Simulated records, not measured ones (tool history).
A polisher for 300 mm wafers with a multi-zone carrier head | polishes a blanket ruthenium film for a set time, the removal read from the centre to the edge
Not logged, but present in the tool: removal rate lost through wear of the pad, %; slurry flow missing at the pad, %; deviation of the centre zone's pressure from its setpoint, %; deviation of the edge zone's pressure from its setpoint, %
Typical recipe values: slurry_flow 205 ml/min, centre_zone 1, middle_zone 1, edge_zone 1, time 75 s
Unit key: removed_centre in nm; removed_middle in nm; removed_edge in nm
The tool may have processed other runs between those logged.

run,day,slurry_flow,centre_zone,middle_zone,edge_zone,time,wafers since the last listed run,wafers polished on this pad,hours since the slurry nozzle was cleaned,hours since the centre zone pressure was calibrated,hours since the edge zone pressure was calibrated,hours since the carrier head's membrane was replaced,"incoming thickness of the incoming film, nm",removed_centre,removed_middle,removed_edge
1,0,205,1,1,1,75,0,159,72.4,49.9,325.4,1110.5,590.5,64.4,65.7,64.3
2,1.733,170,0.94,1,0.9,53,329,488,114,91.5,367,1152.1,585.1,42.5,46.2,44
# day 3.508: carrier head's membrane replaced by a new one
3,3.529,205,1.1,1,1,55,301,790,157.1,134.6,410.1,0.5,585.6,53.1,48.6,47.6
4,5.412,185,1.08,1,1.09,55,357,1147,202.3,179.8,455.3,45.7,584.2,50,46.6,48.8
5,8.1,205,0.89,1,1,63,510,1658,266.8,244.3,519.8,110.2,585.7,49,54.4,54.3
6,9.608,265,0.96,1,0.93,58,286,1944,303,280.5,556,146.4,600.2,52,53.2,51.1
7,10.633,205,1,1,1,60,194,2138,327.6,305.1,580.6,171,588.5,51.8,52.4,53
8,12.8,245,1.1,1,0.89,59,411,2550,379.6,357.1,632.6,223,581.2,58.9,53,50.2
9,14.4,205,1,1,1,75,303,2854,418,395.5,671,261.4,589.3,66.1,65.4,65.1
10,15.488,170,1,1.11,1,75,206,3060,444.1,421.6,697.1,287.5,602.6,63.6,71,63.8
# day 16.804: slurry nozzle cleaned
# day 18.471: worn pad replaced by a new one
11,22.404,160,0.93,1.05,1.05,75,1273,747,134.4,587.6,863.1,453.5,585.1,59.1,65.8,64.3
12,26.979,205,1,0.92,1,75,868,1615,244.2,697.4,972.9,563.3,592.1,68.5,59.7,65
13,28.633,205,1,1,1,83,314,1929,283.9,737.1,1012.6,603,586.5,75.7,72.7,71.8
14,30.65,205,1,1,1,75,382,2312,332.3,785.5,1061,651.4,584.5,68.5,64.1,65.4
15,33.417,245,1,1,1.12,75,525,2837,398.7,851.9,1127.4,717.8,591.4,71.1,68,68.7
16,36.038,205,1,1,1,82,497,3335,461.6,914.8,1190.3,780.7,596.7,78.3,71.2,72.3
# day 36.375: slurry nozzle cleaned
17,37.604,160,0.93,1.05,1.05,75,289,3624,29.5,952.4,1227.9,818.3,595.1,63.2,65.3,63.7
# day 38.117: worn pad replaced by a new one
18,39.558,205,1.04,0.89,1,53,339,273,76.4,999.3,1274.8,865.2,585.2,51.7,41.6,46.6
# day 40.546: centre zone pressure recalibrated
# day 42.325: edge zone pressure recalibrated
19,46.112,275,0.95,1.08,1,53,1212,1486,233.7,133.6,90.9,1022.5,590.1,46.9,50.6,47.3
20,47.854,205,1,0.91,1,56,330,1817,275.5,175.4,132.7,1064.3,583.9,49.3,45.6,48.6
21,49.729,270,1,1,1.12,75,355,2173,320.5,220.4,177.7,1109.3,581.6,69.6,66.9,70.2
22,52.633,205,1,1,1,75,551,2724,390.2,290.1,247.4,1179,590.8,67.3,64.1,65.1

A few steps of removed_centre between consecutive runs. Split each: what settings, incoming material and random variation would produce without the hidden state, and what is left over for the hidden state, along with gauge scatter present in only one of the two compared results (measured, and without hidden state):
Run 1 -> 2: slurry_flow 205 -> 170, centre_zone 1 -> 0.94, edge_zone 1 -> 0.9, time 75 -> 53. removed_centre -21.9 nm: hidden state +0.2, all else -22.1.
Run 15 -> 16: slurry_flow 245 -> 205, edge_zone 1.12 -> 1, time 75 -> 82. removed_centre +7.2 nm: hidden state +1.1, all else +6.1.
Run 18 -> 19: slurry_flow 205 -> 275, centre_zone 1.04 -> 0.95, middle_zone 0.89 -> 1.08, centre zone pressure recalibrated, edge zone pressure recalibrated. removed_centre -4.8 nm: hidden state -3.3, all else -1.5.
Run 20 -> 21: slurry_flow 205 -> 270, middle_zone 0.91 -> 1, edge_zone 1 -> 1.12, time 56 -> 75. removed_centre +20.3 nm: hidden state +0.5, all else +19.8.
